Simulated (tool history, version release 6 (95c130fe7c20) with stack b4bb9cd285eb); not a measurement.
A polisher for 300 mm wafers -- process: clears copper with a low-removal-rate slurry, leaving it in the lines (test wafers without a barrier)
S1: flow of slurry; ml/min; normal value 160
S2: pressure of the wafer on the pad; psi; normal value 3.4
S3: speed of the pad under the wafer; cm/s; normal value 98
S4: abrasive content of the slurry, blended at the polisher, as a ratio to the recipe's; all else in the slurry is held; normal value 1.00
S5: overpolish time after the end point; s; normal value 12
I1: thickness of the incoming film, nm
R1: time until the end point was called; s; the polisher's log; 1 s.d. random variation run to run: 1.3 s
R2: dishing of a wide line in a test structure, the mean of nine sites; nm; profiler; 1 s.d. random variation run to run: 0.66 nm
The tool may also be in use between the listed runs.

Run 1, day 0.000: usual settings but S2 2.6 psi; I1 386.1. Result: R1 145.9 s, R2 22.3 nm.
Run 2, day 1.092: usual settings; I1 377.8. Result: R1 110.6 s, R2 29.1 nm.
Run 3, day 2.112: usual settings; I1 380.3. Result: R1 110.2 s, R2 28.3 nm.
Run 4, day 3.583: usual settings but S1 140 ml/min; I1 382.4. Result: R1 113.6 s, R2 28.3 nm.
Run 5, day 4.621: usual settings; I1 384.5. Result: R1 112.9 s, R2 28.5 nm.
At day 5.712: worn pad replaced by a new one.
Run 6, day 6.071: usual settings but S1 115 ml/min, S2 3.8 psi, S4 1.30, S5 6 s; I1 380.9. Result: R1 97.1 s, R2 16.6 nm.
Run 7, day 7.267: usual settings but S2 4.3 psi, S3 80 cm/s, S5 14 s; I1 381.0. Result: R1 110.4 s, R2 32.5 nm.
Run 8, day 8.154: usual settings but S2 2.6 psi, S3 120 cm/s; I1 379.1. Result: R1 126.1 s, R2 25.8 nm.
Run 9, day 8.733: usual settings but S1 130 ml/min, S3 118 cm/s; I1 380.2. Result: R1 101.6 s, R2 30.5 nm.
Run 10, day 9.904: usual settings but S1 195 ml/min, S5 18 s; I1 373.8. Result: R1 117.1 s, R2 36.9 nm.
Run 11, day 10.500: usual settings; I1 380.6. Result: R1 118.7 s, R2 27.0 nm.
At day 10.775: slurry nozzle cleaned.
At day 13.146: head pressure recalibrated.
Run 12, day 14.754: usual settings but S3 116 cm/s, S4 1.30, S5 15 s; I1 379.9. Result: R1 85.9 s, R2 42.0 nm.
Run 13, day 15.867: usual settings but S1 125 ml/min, S4 0.90; I1 381.6. Result: R1 117.6 s, R2 27.1 nm.
At day 16.629: worn pad replaced by a new one.
Run 14, day 16.650: usual settings but S1 140 ml/min, S3 122 cm/s; I1 383.8. Result: R1 93.7 s, R2 33.3 nm.
Run 15, day 17.475: usual settings; I1 375.8. Result: R1 111.9 s, R2 28.5 nm.
At day 18.508: slurry blender recalibrated.
Run 16, day 18.900: usual settings but S2 4.0 psi, S3 126 cm/s, S4 1.20; I1 386.1. Result: R1 66.1 s, R2 44.9 nm.
Run 17, day 19.908: usual settings but S1 215 ml/min, S2 2.8 psi, S3 126 cm/s, S5 16 s; I1 379.5. Result: R1 98.5 s, R2 39.8 nm.
Run 18, day 20.921: usual settings but S2 2.2 psi; I1 379.8. Result: R1 164.6 s, R2 19.9 nm.
Run 19, day 22.133: usual settings but S1 175 ml/min, S2 2.5 psi, S3 70 cm/s; I1 379.9. Result: R1 196.1 s, R2 17.4 nm.
Run 20, day 23.142: usual settings but S2 3.9 psi, S3 120 cm/s, S5 7 s; I1 376.6. Result: R1 76.0 s, R2 25.0 nm.
Run 21, day 23.779: usual settings but S1 130 ml/min, S5 6 s; I1 385.6. Result: R1 111.0 s, R2 15.6 nm.
Run 22, day 24.475: usual settings but S2 2.9 psi, S3 66 cm/s, S4 1.20; I1 373.4. Result: R1 170.3 s, R2 19.2 nm.
Run 23, day 25.838: usual settings; I1 378.9. Result: R1 112.4 s, R2 29.0 nm.
Run 24, day 27.146: usual settings but S2 4.1 psi, S4 0.85, S5 7 s; I1 386.6. Result: R1 99.3 s, R2 19.9 nm.
At day 27.583: worn pad replaced by a new one.
Run 25, day 28.642: usual settings but S2 4.0 psi, S3 86 cm/s; I1 382.5. Result: R1 110.2 s, R2 30.2 nm.
Run 26, day 29.242: usual settings but S2 2.7 psi, S3 64 cm/s, S4 0.70; I1 376.2. Result: R1 237.7 s, R2 14.4 nm.
Run 27, day 30.625: usual settings but S2 4.3 psi, S3 80 cm/s, S5 14 s; I1 384.4. Result: R1 107.2 s, R2 34.4 nm.

What if the next run were any one of these 5? Each begins from the tool's condition after run 27:
Run A, day 30.646: usual settings; I1 377.4. Result: R1 ?, R2 ?.
Run B, day 30.646: usual settings but S1 130 ml/min, S3 86 cm/s; I1 377.4. Result: R1 ?, R2 ?.
Run C, day 30.646: usual settings but S2 3.9 psi, S4 1.20, S5 10 s; I1 377.4. Result: R1 ?, R2 ?.
Run D, day 30.646: usual settings but S2 3.0 psi, S4 0.75; I1 377.4. Result: R1 ?, R2 ?.
Run E, day 30.646: usual settings but S5 6 s; I1 377.4. Result: R1 ?, R2 ?.

run     R1    R2
  A  112.9  28.0
  B  130.5  24.8
  C   92.7  28.5
  D  142.4  22.9
  E  112.9  15.2
With the hidden condition removed and each run's random variation left untouched, the same runs would have given:
run     R1    R2
  A  100.8  30.9
  B  116.5  27.4
  C   82.6  31.5
  D  127.7  25.2
  E  100.8  16.8
